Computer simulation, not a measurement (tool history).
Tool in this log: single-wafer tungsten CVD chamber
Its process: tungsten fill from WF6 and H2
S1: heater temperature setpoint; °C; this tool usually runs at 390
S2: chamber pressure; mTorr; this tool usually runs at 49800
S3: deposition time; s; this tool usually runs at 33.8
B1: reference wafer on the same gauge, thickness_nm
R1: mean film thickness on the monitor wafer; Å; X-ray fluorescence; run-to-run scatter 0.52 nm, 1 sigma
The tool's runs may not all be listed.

| run | hour | S1 | S2 | S3 | B1 | R1 |
|---|---|---|---|---|---|---|
| 1 | 0.0 | 390 | 49800 | 33.8 | 136.147 | 1144.41 |
| 2 | 54.3 | 390 | 49800 | 33.8 | 135.840 | 1132.44 |
| 3 | 126.6 | 390 | 49800 | 33.8 | 136.191 | 1134.59 |
| 4 | 201.0 | 390 | 49800 | 33.8 | 136.068 | 1132.87 |
| 5 | 291.4 | 390 | 56000 | 33.8 | 135.955 | 1193.95 |
| 6 | 330.8 | 390 | 56000 | 33.8 | 136.006 | 1200.64 |
| 7 | 395.0 | 390 | 56000 | 33.8 | 135.866 | 1201.97 |
| 8 | 463.8 | 390 | 49800 | 30.7 | 136.086 | 1019.92 |
| 9 | 508.3 | 390 | 49800 | 30.7 | 135.990 | 1025.84 |
| 10 | 603.8 | 390 | 49800 | 30.7 | 135.993 | 1023.28 |
| 11 | 703.7 | 377 | 46500 | 36.8 | 136.042 | 882.53 |
|  | 757.9 | showerhead replaced |
|  | 820.9 | gauge calibrated |
|  | 841.4 | thermocouple changed; heater temperature recalibrated |
| 12 | 924.3 | 403 | 56500 | 39.7 | 135.987 | 1853.69 |
| 13 | 994.2 | 390 | 49800 | 33.8 | 135.993 | 1120.62 |
| 14 | 1035.9 | 385 | 46100 | 38.0 | 135.929 | 1095.69 |
| 15 | 1076.1 | 377 | 46500 | 36.8 | 136.006 | 879.17 |
|  | 1089.2 | capacitance manometer re-zeroed and calibrated |
| 16 | 1180.2 | 397 | 41200 | 33.8 | 135.970 | 1246.73 |
| 17 | 1228.4 | 385 | 42600 | 36.0 | 135.929 | 1029.06 |
| 18 | 1309.8 | 390 | 49800 | 33.8 | 135.931 | 1170.08 |
| 19 | 1472.3 | 403 | 54400 | 29.8 | 135.908 | 1406.83 |
| 20 | 1551.5 | 390 | 49800 | 33.8 | 135.978 | 1164.73 |

Predict each of these 4 candidate next runs independently; none follows another, all start after run 20:
| A | 1551.9 | 401 | 49800 | 33.8 | ? | ? |
| B | 1551.9 | 390 | 49800 | 28.3 | ? | ? |
| C | 1551.9 | 394 | 56100 | 33.8 | ? | ? |
| D | 1551.9 | 395 | 57300 | 33.8 | ? | ? |

| run | B1 | R1 |
|---|---|---|
| A | 136.079 | 1461.29 |
| B | 136.079 | 968.20 |
| C | 136.079 | 1337.21 |
| D | 136.079 | 1380.08 |
With no hidden state in the tool, these same runs would have given:
| run | R1 |
|---|---|
| A | 1486.79 |
| B | 985.10 |
| C | 1359.91 |
| D | 1403.52 |

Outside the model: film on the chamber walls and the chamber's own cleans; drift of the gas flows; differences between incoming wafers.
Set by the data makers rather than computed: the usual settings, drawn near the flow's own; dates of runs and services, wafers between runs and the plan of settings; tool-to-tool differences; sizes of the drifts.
